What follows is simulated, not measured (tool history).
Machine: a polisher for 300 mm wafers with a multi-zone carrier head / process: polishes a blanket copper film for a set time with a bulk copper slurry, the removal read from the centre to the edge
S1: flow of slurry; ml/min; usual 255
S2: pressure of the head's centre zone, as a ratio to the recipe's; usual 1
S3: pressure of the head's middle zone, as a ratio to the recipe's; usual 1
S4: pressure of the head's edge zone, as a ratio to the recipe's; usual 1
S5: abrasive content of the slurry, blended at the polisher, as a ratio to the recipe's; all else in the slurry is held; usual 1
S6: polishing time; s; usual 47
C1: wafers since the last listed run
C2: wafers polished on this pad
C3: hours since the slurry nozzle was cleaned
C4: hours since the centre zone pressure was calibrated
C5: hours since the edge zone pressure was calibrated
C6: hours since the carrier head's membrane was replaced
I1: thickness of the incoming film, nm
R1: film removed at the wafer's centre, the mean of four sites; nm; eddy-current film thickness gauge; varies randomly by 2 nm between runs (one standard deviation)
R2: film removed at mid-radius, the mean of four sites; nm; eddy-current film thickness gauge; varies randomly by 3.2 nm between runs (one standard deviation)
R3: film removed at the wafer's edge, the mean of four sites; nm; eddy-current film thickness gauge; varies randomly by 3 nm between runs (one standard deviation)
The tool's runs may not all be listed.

Run 1, hour 0: usual settings; C1 0; C2 115; C3 547.4; C4 729.9; C5 790.2; C6 1222.1; I1 4587.6. Result: R1 310.3 nm, R2 317.4 nm, R3 330.3 nm.
Run 2, hour 11: usual settings; C1 120; C2 236; C3 558.4; C4 740.9; C5 801.2; C6 1233.1; I1 4554. Result: R1 305.1 nm, R2 315.9 nm, R3 324.8 nm.
Run 3, hour 17: usual settings; C1 65; C2 302; C3 564.4; C4 746.9; C5 807.2; C6 1239.1; I1 4628.9. Result: R1 299.4 nm, R2 309 nm, R3 319 nm.
Run 4, hour 28.5: usual settings but S6 42 s; C1 126; C2 429; C3 575.9; C4 758.4; C5 818.7; C6 1250.6; I1 4502.8. Result: R1 261.8 nm, R2 278.1 nm, R3 282.6 nm.
At hour 49: worn pad replaced by a new one.
Run 5, hour 79.2: usual settings but S6 42 s; C1 513; C2 331; C3 626.6; C4 809.1; C5 869.4; C6 1301.3; I1 4556.1. Result: R1 268.8 nm, R2 277.2 nm, R3 286.7 nm.
Run 6, hour 87.1: usual settings but S1 275 ml/min; C1 86; C2 418; C3 634.5; C4 817; C5 877.3; C6 1309.2; I1 4581. Result: R1 298.3 nm, R2 314.7 nm, R3 322.2 nm.
At hour 96.9: carrier head's membrane replaced by a new one.
At hour 97.1: centre zone pressure recalibrated.
At hour 106.7: worn pad replaced by a new one.
At hour 119.6: edge zone pressure recalibrated.
Run 7, hour 120.1: usual settings but S1 275 ml/min; C1 239; C2 124; C3 667.5; C4 23; C5 0.5; C6 23.2; I1 4601. Result: R1 309.1 nm, R2 313.3 nm, R3 328.1 nm.
Run 8, hour 131.1: usual settings but S1 275 ml/min; C1 120; C2 245; C3 678.5; C4 34; C5 11.5; C6 34.2; I1 4581.9. Result: R1 300.3 nm, R2 314.4 nm, R3 320 nm.
Run 9, hour 142.2: usual settings but S2 0.91, S3 1.09, S4 0.94, S6 62 s; C1 122; C2 367; C3 689.6; C4 45.1; C5 22.6; C6 45.3; I1 4621.5. Result: R1 353.8 nm, R2 428.8 nm, R3 397.5 nm.
Run 10, hour 149.3: usual settings but S6 32 s; C1 78; C2 445; C3 696.7; C4 52.2; C5 29.7; C6 52.4; I1 4562.1. Result: R1 196.4 nm, R2 204.2 nm, R3 212 nm.

Run 11 is up next; what results do you expect?
Run 11, hour 157: usual settings but S1 275 ml/min; C1 84; C2 530; C3 704.4; C4 59.9; C5 37.4; C6 60.1; I1 4645.2. Result: R1 ?, R2 ?, R3 ?.

R1: 285.5 nm
R2: 298.9 nm
R3: 313.9 nm
Minus the tool's unlogged condition, the same run would have read R1 329.4 nm, R2 342.5 nm, R3 354.4 nm.

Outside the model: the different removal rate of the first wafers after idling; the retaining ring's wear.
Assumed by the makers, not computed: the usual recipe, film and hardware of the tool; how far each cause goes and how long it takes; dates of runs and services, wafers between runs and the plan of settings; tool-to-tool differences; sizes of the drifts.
